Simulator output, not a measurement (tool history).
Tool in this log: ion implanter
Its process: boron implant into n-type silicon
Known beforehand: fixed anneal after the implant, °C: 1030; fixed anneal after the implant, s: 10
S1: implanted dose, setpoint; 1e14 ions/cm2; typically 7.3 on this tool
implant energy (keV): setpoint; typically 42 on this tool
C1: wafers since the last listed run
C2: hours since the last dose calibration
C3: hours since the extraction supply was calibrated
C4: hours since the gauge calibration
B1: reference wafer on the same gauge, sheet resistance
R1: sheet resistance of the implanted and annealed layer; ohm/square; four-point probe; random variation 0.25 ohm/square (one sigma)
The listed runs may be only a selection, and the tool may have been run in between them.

{"run": 1, "hour": 0.0, "S1": 7.3, "implant energy (keV)": 49, "C1": 0, "C2": 2099.4, "C3": 1631.5, "C4": 290, "B1": 139.01, "R1": 133.26}
{"run": 2, "hour": 14.8, "S1": 7.3, "implant energy (keV)": 49, "C1": 225, "C2": 2114.2, "C3": 1646.3, "C4": 304.8, "B1": 139.04, "R1": 132.62}
{"run": 3, "hour": 26.2, "S1": 7.3, "implant energy (keV)": 34.5, "C1": 173, "C2": 2125.6, "C3": 1657.7, "C4": 316.2, "B1": 138.99, "R1": 137.32}
{"run": 4, "hour": 38.8, "S1": 7.3, "implant energy (keV)": 42, "C1": 192, "C2": 2138.2, "C3": 1670.3, "C4": 328.8, "B1": 138.98, "R1": 134.88}
{"run": 5, "hour": 48.8, "S1": 7.3, "implant energy (keV)": 37.5, "C1": 152, "C2": 2148.2, "C3": 1680.3, "C4": 338.8, "B1": 139.04, "R1": 136.12}
{"run": 6, "hour": 59.7, "S1": 7.3, "implant energy (keV)": 37.5, "C1": 166, "C2": 2159.1, "C3": 1691.2, "C4": 349.7, "B1": 139.01, "R1": 135.92}
{"run": 7, "hour": 67.4, "S1": 7.3, "implant energy (keV)": 42, "C1": 117, "C2": 2166.8, "C3": 1698.9, "C4": 357.4, "B1": 138.96, "R1": 134.85}
{"run": 8, "hour": 77.5, "S1": 7.3, "implant energy (keV)": 42, "C1": 154, "C2": 2176.9, "C3": 1709, "C4": 367.5, "B1": 139.03, "R1": 134.79}
{"run": 9, "hour": 89.7, "S1": 7.3, "implant energy (keV)": 42, "C1": 186, "C2": 2189.1, "C3": 1721.2, "C4": 379.7, "B1": 138.98, "R1": 134.91}
{"run": 10, "hour": 96.9, "S1": 6.14, "implant energy (keV)": 32.5, "C1": 109, "C2": 2196.3, "C3": 1728.4, "C4": 386.9, "B1": 139.01, "R1": 158.95}
{"run": 11, "hour": 109.1, "S1": 6.14, "implant energy (keV)": 32.5, "C1": 186, "C2": 2208.5, "C3": 1740.6, "C4": 399.1, "B1": 139.07, "R1": 158.68}
{"run": 12, "hour": 162.0, "S1": 6.14, "implant energy (keV)": 32.5, "C1": 806, "C2": 2261.4, "C3": 1793.5, "C4": 452, "B1": 139, "R1": 159.06}
{"hour": 173.1, "done": "gauge calibrated"}
{"run": 13, "hour": 176.7, "S1": 7.3, "implant energy (keV)": 42, "C1": 224, "C2": 2276.1, "C3": 1808.2, "C4": 3.6, "B1": 138.97, "R1": 134.51}
{"run": 14, "hour": 210.7, "S1": 7.3, "implant energy (keV)": 42, "C1": 518, "C2": 2310.1, "C3": 1842.2, "C4": 37.6, "B1": 139.06, "R1": 134.86}
{"run": 15, "hour": 220.5, "S1": 6.67, "implant energy (keV)": 42, "C1": 149, "C2": 2319.9, "C3": 1852, "C4": 47.4, "B1": 139.02, "R1": 145.25}
{"hour": 231.8, "done": "extraction supply calibrated"}
{"run": 16, "hour": 232.8, "S1": 7.3, "implant energy (keV)": 42, "C1": 65, "C2": 2332.2, "C3": 1, "C4": 59.7, "B1": 138.92, "R1": 134.5}
{"hour": 241.6, "done": "Faraday cup replaced and dose calibrated"}
{"run": 17, "hour": 242.2, "S1": 6.15, "implant energy (keV)": 42, "C1": 21, "C2": 0.6, "C3": 10.4, "C4": 69.1, "B1": 139.07, "R1": 161.23}
{"run": 18, "hour": 259.1, "S1": 5.53, "implant energy (keV)": 42, "C1": 257, "C2": 17.5, "C3": 27.3, "C4": 86, "B1": 138.93, "R1": 175.98}
{"run": 19, "hour": 267.2, "S1": 6.36, "implant energy (keV)": 42, "C1": 123, "C2": 25.6, "C3": 35.4, "C4": 94.1, "B1": 139.03, "R1": 156.9}
{"run": 20, "hour": 278.5, "S1": 7.3, "implant energy (keV)": 49.5, "C1": 172, "C2": 36.9, "C3": 46.7, "C4": 105.4, "B1": 139.09, "R1": 137.76}
{"run": 21, "hour": 286.3, "S1": 8.36, "implant energy (keV)": 28.5, "C1": 118, "C2": 44.7, "C3": 54.5, "C4": 113.2, "B1": 138.95, "R1": 129.21}
{"run": 22, "hour": 325.4, "S1": 7.3, "implant energy (keV)": 46, "C1": 596, "C2": 83.8, "C3": 93.6, "C4": 152.3, "B1": 139.01, "R1": 138.61}
{"run": 23, "hour": 338.4, "S1": 7.3, "implant energy (keV)": 42, "C1": 198, "C2": 96.8, "C3": 106.6, "C4": 165.3, "B1": 138.95, "R1": 139.59}
{"run": 24, "hour": 355.8, "S1": 7.3, "implant energy (keV)": 42, "C1": 265, "C2": 114.2, "C3": 124, "C4": 182.7, "B1": 138.96, "R1": 139.46}
{"run": 25, "hour": 364.9, "S1": 6.46, "implant energy (keV)": 32, "C1": 138, "C2": 123.3, "C3": 133.1, "C4": 191.8, "B1": 139, "R1": 158.22}
{"run": 26, "hour": 373.3, "S1": 7.3, "implant energy (keV)": 42, "C1": 128, "C2": 131.7, "C3": 141.5, "C4": 200.2, "B1": 138.99, "R1": 139.48}
{"run": 27, "hour": 388.0, "S1": 7.3, "implant energy (keV)": 42, "C1": 224, "C2": 146.4, "C3": 156.2, "C4": 214.9, "B1": 139.01, "R1": 139.49}
{"run": 28, "hour": 397.1, "S1": 9.16, "implant energy (keV)": 48, "C1": 138, "C2": 155.5, "C3": 165.3, "C4": 224, "B1": 139.02, "R1": 115.09}
{"run": 29, "hour": 408.5, "S1": 7.3, "implant energy (keV)": 42, "C1": 173, "C2": 166.9, "C3": 176.7, "C4": 235.4, "B1": 139.03, "R1": 139.17}
{"run": 30, "hour": 417.6, "S1": 7.3, "implant energy (keV)": 42, "C1": 138, "C2": 176, "C3": 185.8, "C4": 244.5, "B1": 138.96, "R1": 139.34}
{"run": 31, "hour": 444.3, "S1": 5.4, "implant energy (keV)": 37.5, "C1": 407, "C2": 202.7, "C3": 212.5, "C4": 271.2, "B1": 138.94, "R1": 179.85}
{"run": 32, "hour": 451.6, "S1": 8.99, "implant energy (keV)": 42, "C1": 111, "C2": 210, "C3": 219.8, "C4": 278.5, "B1": 139.06, "R1": 117.63}
{"run": 33, "hour": 468.7, "S1": 9.04, "implant energy (keV)": 38, "C1": 260, "C2": 227.1, "C3": 236.9, "C4": 295.6, "B1": 139.12, "R1": 117.52}
{"run": 34, "hour": 481.6, "S1": 5.9, "implant energy (keV)": 53.5, "C1": 196, "C2": 240, "C3": 249.8, "C4": 308.5, "B1": 138.95, "R1": 161.37}

Alternative continuations, all from the tool just after run 34; predict every row:
{"run": "A", "hour": 482.0, "S1": 7.3, "implant energy (keV)": 56.5, "C1": 6, "C2": 240.4, "C3": 250.2, "C4": 308.9, "B1": "?", "R1": "?"}
{"run": "B", "hour": 482.0, "S1": 8.9, "implant energy (keV)": 52, "C1": 6, "C2": 240.4, "C3": 250.2, "C4": 308.9, "B1": "?", "R1": "?"}
{"run": "C", "hour": 482.0, "S1": 5.42, "implant energy (keV)": 34.5, "C1": 6, "C2": 240.4, "C3": 250.2, "C4": 308.9, "B1": "?", "R1": "?"}
{"run": "D", "hour": 482.0, "S1": 8.57, "implant energy (keV)": 42, "C1": 6, "C2": 240.4, "C3": 250.2, "C4": 308.9, "B1": "?", "R1": "?"}

run=A B1=138.94 R1=135.62
run=B B1=138.94 R1=116.53
run=C B1=138.94 R1=180.79
run=D B1=138.94 R1=122.06
With no hidden state in the tool, these same runs would have given:
run=A R1=136.8
run=B R1=117.55
run=C R1=182.41
run=D R1=123.13
